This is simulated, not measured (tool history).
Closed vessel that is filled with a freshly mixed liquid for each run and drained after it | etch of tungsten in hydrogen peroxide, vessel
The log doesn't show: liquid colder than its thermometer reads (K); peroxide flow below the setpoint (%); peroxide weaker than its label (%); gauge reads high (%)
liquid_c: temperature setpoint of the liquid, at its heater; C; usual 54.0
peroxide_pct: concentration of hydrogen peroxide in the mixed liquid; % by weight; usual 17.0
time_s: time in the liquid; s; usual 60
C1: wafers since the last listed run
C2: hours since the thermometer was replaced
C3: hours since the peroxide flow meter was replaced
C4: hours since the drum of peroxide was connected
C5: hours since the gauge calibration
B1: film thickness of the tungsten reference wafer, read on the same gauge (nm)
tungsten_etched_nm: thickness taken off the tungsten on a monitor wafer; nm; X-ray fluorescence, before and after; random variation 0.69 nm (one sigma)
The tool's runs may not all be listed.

run 1 day=0.000 | liquid_c=60.5 peroxide_pct=14.0 time_s=60 | C1=0 C2=1497.3 C3=1608.7 C4=285.2 C5=41.0 | B1=50.02 | tungsten_etched_nm=131.61
run 2 day=0.346 | liquid_c=60.5 peroxide_pct=14.0 time_s=60 | C1=853 C2=1505.6 C3=1617.0 C4=293.5 C5=49.3 | B1=50.00 | tungsten_etched_nm=129.73
run 3 day=0.638 | liquid_c=54.0 peroxide_pct=17.0 time_s=60 | C1=719 C2=1512.6 C3=1624.0 C4=300.5 C5=56.3 | B1=50.03 | tungsten_etched_nm=97.59
run 4 day=0.975 | liquid_c=54.0 peroxide_pct=17.0 time_s=60 | C1=833 C2=1520.7 C3=1632.1 C4=308.6 C5=64.4 | B1=49.98 | tungsten_etched_nm=96.45
run 5 day=1.612 | liquid_c=54.0 peroxide_pct=19.5 time_s=60 | C1=1573 C2=1536.0 C3=1647.4 C4=323.9 C5=79.7 | B1=49.98 | tungsten_etched_nm=103.07
run 6 day=2.071 | liquid_c=54.0 peroxide_pct=17.0 time_s=60 | C1=1131 C2=1547.0 C3=1658.4 C4=334.9 C5=90.7 | B1=50.02 | tungsten_etched_nm=97.38
run 7 day=2.658 | liquid_c=54.0 peroxide_pct=17.0 time_s=60 | C1=1450 C2=1561.1 C3=1672.5 C4=349.0 C5=104.8 | B1=49.99 | tungsten_etched_nm=96.47
run 8 day=3.204 | liquid_c=54.0 peroxide_pct=14.5 time_s=60 | C1=1347 C2=1574.2 C3=1685.6 C4=362.1 C5=117.9 | B1=49.99 | tungsten_etched_nm=90.00
run 9 day=3.879 | liquid_c=54.0 peroxide_pct=14.5 time_s=60 | C1=1666 C2=1590.4 C3=1701.8 C4=378.3 C5=134.1 | B1=50.00 | tungsten_etched_nm=89.37
run 10 day=4.221 | liquid_c=56.0 peroxide_pct=17.0 time_s=85 | C1=843 C2=1598.6 C3=1710.0 C4=386.5 C5=142.3 | B1=49.98 | tungsten_etched_nm=152.78
run 11 day=4.925 | liquid_c=56.0 peroxide_pct=17.0 time_s=85 | C1=1738 C2=1615.5 C3=1726.9 C4=403.4 C5=159.2 | B1=50.02 | tungsten_etched_nm=155.79
-- day=5.075 peroxide flow meter replaced
-- day=5.408 thermometer replaced
run 12 day=5.767 | liquid_c=56.0 peroxide_pct=17.0 time_s=85 | C1=1871 C2=8.6 C3=16.6 C4=423.6 C5=179.4 | B1=50.01 | tungsten_etched_nm=154.78
run 13 day=6.050 | liquid_c=54.0 peroxide_pct=17.0 time_s=50 | C1=699 C2=15.4 C3=23.4 C4=430.4 C5=186.2 | B1=49.97 | tungsten_etched_nm=80.94
run 14 day=6.579 | liquid_c=54.0 peroxide_pct=17.0 time_s=50 | C1=1306 C2=28.1 C3=36.1 C4=443.1 C5=198.9 | B1=50.01 | tungsten_etched_nm=80.06
run 15 day=6.904 | liquid_c=54.0 peroxide_pct=16.0 time_s=60 | C1=802 C2=35.9 C3=43.9 C4=450.9 C5=206.7 | B1=50.01 | tungsten_etched_nm=94.35
-- day=7.338 new drum of peroxide connected
run 16 day=7.588 | liquid_c=57.0 peroxide_pct=20.5 time_s=60 | C1=1583 C2=52.3 C3=60.3 C4=6.0 C5=223.1 | B1=49.98 | tungsten_etched_nm=124.48
run 17 day=8.875 | liquid_c=54.0 peroxide_pct=17.0 time_s=45 | C1=3178 C2=83.2 C3=91.2 C4=36.9 C5=254.0 | B1=49.98 | tungsten_etched_nm=71.28
-- day=9.375 new drum of peroxide connected, repeated, since the last time left the tool worse
run 18 day=9.508 | liquid_c=45.0 peroxide_pct=15.0 time_s=40 | C1=1460 C2=98.4 C3=106.4 C4=3.2 C5=269.2 | B1=49.99 | tungsten_etched_nm=36.05
run 19 day=9.862 | liquid_c=57.0 peroxide_pct=21.0 time_s=30 | C1=874 C2=106.9 C3=114.9 C4=11.7 C5=277.7 | B1=50.00 | tungsten_etched_nm=65.34
-- day=9.871 gauge calibrated
run 20 day=10.233 | liquid_c=48.5 peroxide_pct=17.0 time_s=85 | C1=915 C2=115.8 C3=123.8 C4=20.6 C5=8.7 | B1=50.00 | tungsten_etched_nm=100.46
run 21 day=10.504 | liquid_c=54.0 peroxide_pct=17.0 time_s=60 | C1=668 C2=122.3 C3=130.3 C4=27.1 C5=15.2 | B1=50.00 | tungsten_etched_nm=98.44
run 22 day=10.850 | liquid_c=54.0 peroxide_pct=17.0 time_s=60 | C1=853 C2=130.6 C3=138.6 C4=35.4 C5=23.5 | B1=49.99 | tungsten_etched_nm=100.56
run 23 day=11.296 | liquid_c=54.0 peroxide_pct=17.0 time_s=80 | C1=1100 C2=141.3 C3=149.3 C4=46.1 C5=34.2 | B1=50.01 | tungsten_etched_nm=130.60
run 24 day=11.779 | liquid_c=59.5 peroxide_pct=18.5 time_s=75 | C1=1193 C2=152.9 C3=160.9 C4=57.7 C5=45.8 | B1=50.01 | tungsten_etched_nm=176.11
run 25 day=12.200 | liquid_c=54.0 peroxide_pct=17.0 time_s=60 | C1=1038 C2=163.0 C3=171.0 C4=67.8 C5=55.9 | B1=50.01 | tungsten_etched_nm=98.88
run 26 day=12.771 | liquid_c=54.0 peroxide_pct=15.0 time_s=60 | C1=1409 C2=176.7 C3=184.7 C4=81.5 C5=69.6 | B1=50.00 | tungsten_etched_nm=93.76

Run 27 comes next. What will it give?
run 27 day=13.188 | liquid_c=54.0 peroxide_pct=17.0 time_s=50 | C1=1028 C2=186.7 C3=194.7 C4=91.5 C5=79.6 | B1=? | tungsten_etched_nm=?

B1: 50.02
tungsten_etched_nm: 82.61 nm
Without the tool's hidden state the same run would have given tungsten_etched_nm 83.38 nm.

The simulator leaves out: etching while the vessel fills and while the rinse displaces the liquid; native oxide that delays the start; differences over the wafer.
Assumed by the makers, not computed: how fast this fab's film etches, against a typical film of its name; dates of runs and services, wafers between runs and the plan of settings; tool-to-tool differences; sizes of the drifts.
